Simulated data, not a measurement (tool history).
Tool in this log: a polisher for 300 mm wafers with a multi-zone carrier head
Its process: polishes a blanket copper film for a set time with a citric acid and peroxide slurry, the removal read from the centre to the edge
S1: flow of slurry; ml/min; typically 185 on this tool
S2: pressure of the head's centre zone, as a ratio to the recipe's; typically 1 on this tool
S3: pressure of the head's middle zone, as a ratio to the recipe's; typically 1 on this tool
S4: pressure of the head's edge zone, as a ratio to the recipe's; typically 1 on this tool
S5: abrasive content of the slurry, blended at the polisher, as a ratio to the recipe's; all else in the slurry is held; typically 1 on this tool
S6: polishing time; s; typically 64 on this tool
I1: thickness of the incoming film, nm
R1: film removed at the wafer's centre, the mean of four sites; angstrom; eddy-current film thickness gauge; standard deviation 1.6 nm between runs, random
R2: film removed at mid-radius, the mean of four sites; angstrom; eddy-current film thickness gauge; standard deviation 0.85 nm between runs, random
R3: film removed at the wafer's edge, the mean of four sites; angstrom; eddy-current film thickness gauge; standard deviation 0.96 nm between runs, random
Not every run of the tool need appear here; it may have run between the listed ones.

Run 1, hour 0: usual settings but S3 0.97; I1 713.7. Result: R1 1200 angstrom, R2 1190 angstrom, R3 1226 angstrom.
Run 2, hour 33.9: usual settings; I1 713.7. Result: R1 1175 angstrom, R2 1178 angstrom, R3 1188 angstrom.
At hour 46.7: worn pad replaced by a new one.
At hour 67.3: slurry nozzle cleaned.
At hour 103.7: centre zone pressure recalibrated.
Run 3, hour 131.7: usual settings; I1 722.8. Result: R1 1230 angstrom, R2 1257 angstrom, R3 1240 angstrom.
Run 4, hour 162.9: usual settings; I1 709.4. Result: R1 1259 angstrom, R2 1239 angstrom, R3 1247 angstrom.
Run 5, hour 217.6: usual settings but S2 0.92; I1 724.2. Result: R1 1117 angstrom, R2 1221 angstrom, R3 1240 angstrom.
At hour 226: edge zone pressure recalibrated.
At hour 264.9: slurry nozzle cleaned.
At hour 273.9: worn pad replaced by a new one.
Run 6, hour 319: usual settings but S5 0.75; I1 722.1. Result: R1 1161 angstrom, R2 1170 angstrom, R3 1204 angstrom.
Run 7, hour 338.4: usual settings but S3 0.97; I1 708. Result: R1 1262 angstrom, R2 1226 angstrom, R3 1250 angstrom.
Run 8, hour 371.6: usual settings but S3 0.97; I1 706.7. Result: R1 1232 angstrom, R2 1202 angstrom, R3 1250 angstrom.
Run 9, hour 385.3: usual settings; I1 715. Result: R1 1208 angstrom, R2 1214 angstrom, R3 1230 angstrom.
Run 10, hour 415.6: usual settings but S1 215 ml/min, S2 1.09; I1 709.5. Result: R1 1340 angstrom, R2 1236 angstrom, R3 1257 angstrom.
Run 11, hour 433.3: usual settings but S2 1.05, S3 0.94, S4 1.09; I1 726.1. Result: R1 1244 angstrom, R2 1143 angstrom, R3 1293 angstrom.
Run 12, hour 457.7: usual settings; I1 720. Result: R1 1154 angstrom, R2 1180 angstrom, R3 1206 angstrom.
At hour 472.9: slurry nozzle cleaned.
At hour 505.6: worn pad replaced by a new one.
Run 13, hour 518.6: usual settings but S1 140 ml/min, S3 1.11; I1 705.7. Result: R1 1189 angstrom, R2 1284 angstrom, R3 1211 angstrom.
Run 14, hour 537.8: usual settings; I1 722.9. Result: R1 1246 angstrom, R2 1242 angstrom, R3 1255 angstrom.
Run 15, hour 570.3: usual settings; I1 710.8. Result: R1 1248 angstrom, R2 1231 angstrom, R3 1250 angstrom.
Run 16, hour 604.9: usual settings but S2 0.97, S4 0.93, S6 76 s; I1 725.2. Result: R1 1420 angstrom, R2 1456 angstrom, R3 1417 angstrom.
At hour 627.7: centre zone pressure recalibrated.
Run 17, hour 628.2: usual settings but S1 225 ml/min, S3 1.11, S4 0.93, S5 0.8; I1 722.4. Result: R1 1202 angstrom, R2 1310 angstrom, R3 1159 angstrom.
Run 18, hour 647.8: usual settings but S1 220 ml/min, S2 0.95, S4 0.91, S6 46 s; I1 706.9. Result: R1 832 angstrom, R2 894 angstrom, R3 854 angstrom.
Run 19, hour 666.1: usual settings but S1 220 ml/min, S2 1.06, S3 0.89, S6 42 s; I1 710.9. Result: R1 841 angstrom, R2 737 angstrom, R3 816 angstrom.
Run 20, hour 690.8: usual settings but S3 1.04; I1 703.6. Result: R1 1123 angstrom, R2 1192 angstrom, R3 1199 angstrom.
At hour 707.4: worn pad replaced by a new one.
At hour 716.8: slurry nozzle cleaned.
Run 21, hour 718: usual settings but S4 1.11; I1 721.4. Result: R1 1238 angstrom, R2 1241 angstrom, R3 1337 angstrom.

State the hidden condition of the tool at each of the runs:
removal rate lost through wear of the pad, %: 0 on each run
deviation of the centre zone's pressure from its setpoint, %: 0 on each run
deviation of the edge zone's pressure from its setpoint, %: 0 on each run
H1: slurry flow missing at the pad, %
run    H1
  1  24.2
  2  34.3
  3   4.5
  4  8.65
  5  19.8
  6  6.27
  7  8.33
  8  13.3
  9  15.9
 10  22.7
 11  27.4
 12  34.8
 13  3.19
 14  4.95
 15  9.34
 16  15.9
 17  21.5
 18  26.9
 19  32.5
 20  40.9
 21  6.66

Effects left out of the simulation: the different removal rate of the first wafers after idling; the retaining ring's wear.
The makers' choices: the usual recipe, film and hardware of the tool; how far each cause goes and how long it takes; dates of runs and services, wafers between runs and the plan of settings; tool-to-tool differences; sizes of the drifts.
